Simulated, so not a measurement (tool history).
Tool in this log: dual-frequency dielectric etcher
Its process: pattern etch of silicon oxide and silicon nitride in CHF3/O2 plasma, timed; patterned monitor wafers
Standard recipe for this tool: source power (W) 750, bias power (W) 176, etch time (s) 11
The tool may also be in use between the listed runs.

run   hour  source power (W)  bias power (W)  etch time (s)  wafers since the last listed run  hours since the last wet clean  hours since the last source power generator calibration  hours since the last bias power generator calibration  hours since the last upper electrode change  hours since the gauge calibration  read-back reference wafer on the same gauge, depth_nm  mean etch depth across the wafer (Å)
  1      0               750             176             11                                 0                             461                                                   2418.8                                                 2223.2                                       3213.1                               66.3                                                   17.9                                   176
        15  -- wet clean of the chamber
  2   15.5               750             176             11                                 8                             0.5                                                   2434.3                                                 2238.7                                       3228.6                               81.8                                                  17.89                                 174.8
  3   36.5               750             176             11                               358                            21.5                                                   2455.3                                                 2259.7                                       3249.6                              102.8                                                  17.91                                 175.7
  4   61.4               750             157             11                               425                            46.4                                                   2480.2                                                 2284.6                                       3274.5                              127.7                                                   17.9                                 168.9
  5   76.8               840             176           12.5                               262                            61.8                                                   2495.6                                                   2300                                       3289.9                              143.1                                                  17.89                                 209.7
  6  105.3               840             176           12.5                               486                            90.3                                                   2524.1                                                 2328.5                                       3318.4                              171.6                                                  17.89                                 208.8
  7  124.6               840             176           12.5                               329                           109.6                                                   2543.4                                                 2347.8                                       3337.7                              190.9                                                  17.89                                 207.6
  8  153.3               750             176             11                               489                           138.3                                                   2572.1                                                 2376.5                                       3366.4                              219.6                                                  17.89                                 176.2
  9  173.6               750             176             11                               346                           158.6                                                   2592.4                                                 2396.8                                       3386.7                              239.9                                                   17.9                                 173.9
 10  189.8               750             176             11                               276                           174.8                                                   2608.6                                                   2413                                       3402.9                              256.1                                                  17.88                                   175
 11  217.2               750             176             11                               467                           202.2                                                     2636                                                 2440.4                                       3430.3                              283.5                                                  17.92                                 175.3
     247.1  -- source power generator calibrated
 12  247.6               750             176             11                               450                           232.6                                                      0.5                                                 2470.8                                       3460.7                              313.9                                                  17.89                                 174.4
 13  266.1               680             147             11                               315                           251.1                                                       19                                                 2489.3                                       3479.2                              332.4                                                   17.9                                 159.6
 14  300.7               750             157             11                               590                           285.7                                                     53.6                                                 2523.9                                       3513.8                                367                                                   17.9                                 170.4
     327.6  -- gauge calibrated
 15  334.5               900             176           13.5                               576                           319.5                                                     87.4                                                 2557.7                                       3547.6                                6.9                                                  17.89                                 233.1

Expected results for the next run?
     401.6  -- bias power generator calibrated
 16  417.2               840             176           12.5                              1343                           402.2                                                    170.1                                                   15.6                                       3630.3                               89.6                                                      ?                                     ?

{"run 16": {"read-back reference wafer on the same gauge, depth_nm": 17.9, "mean etch depth across the wafer (Å)": 207.6}}
Had the tool carried no hidden state, the very same run would have given mean etch depth across the wafer (Å) 207.6.
